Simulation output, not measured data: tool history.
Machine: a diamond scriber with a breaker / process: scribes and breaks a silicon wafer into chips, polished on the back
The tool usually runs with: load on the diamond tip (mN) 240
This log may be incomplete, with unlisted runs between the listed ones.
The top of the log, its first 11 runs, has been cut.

run,day,load on the diamond tip (mN),"incoming depth of the damage left on the back of the incoming wafer, um",depth of the median crack under the scribed line (nm),chips rejected at inspection after the break (%)
12,29.846,240,0.03,13940,1.49
13,31.417,240,0.01,14000,1.53
# day 34.312: load on the tip recalibrated
14,35.154,240,0.03,13340,1.75
15,38.867,270,0.03,13990,1.57
16,42.242,240,0.02,13180,1.7
17,44.638,174,0.01,11570,6.61
18,46.388,197,0.04,12010,3.76
19,48.808,240,0.02,13250,1.75
20,52.783,195,0.02,11840,3.67
21,56.688,275,0.02,14300,1.77
22,58.508,176,0.01,11440,6.36
23,60.054,240,0.03,13510,1.66
24,62.483,240,0.05,13440,1.74
# day 62.917: diamond tip replaced by a new one
# day 64.5: load on the tip recalibrated
25,65.629,218,0.01,12900,1.92
26,68.842,240,0.01,13960,1.56
27,80.808,281,0.02,15080,2.48
28,84.879,217,0.02,13460,1.62
29,88.375,214,0.01,12940,1.72
30,91.512,240,0.03,14230,1.7
31,93.179,263,0.05,14620,2.58

Alternative continuations, all from the tool just after run 31; predict every row:
A,93.204,240,0.02,?,?
B,93.204,221,0.02,?,?
C,93.204,308,0.02,?,?
D,93.204,294,0.02,?,?
E,93.204,287,0.02,?,?

run,depth of the median crack under the scribed line (nm),chips rejected at inspection after the break (%)
A,14570,1.71
B,13950,1.51
C,16710,5.12
D,16280,4.16
E,16070,3.72
With no hidden state in the tool, these same runs would have given:
run,depth of the median crack under the scribed line (nm),chips rejected at inspection after the break (%)
A,13980,1.51
B,13370,1.73
C,16030,3.64
D,15620,2.92
E,15410,2.6
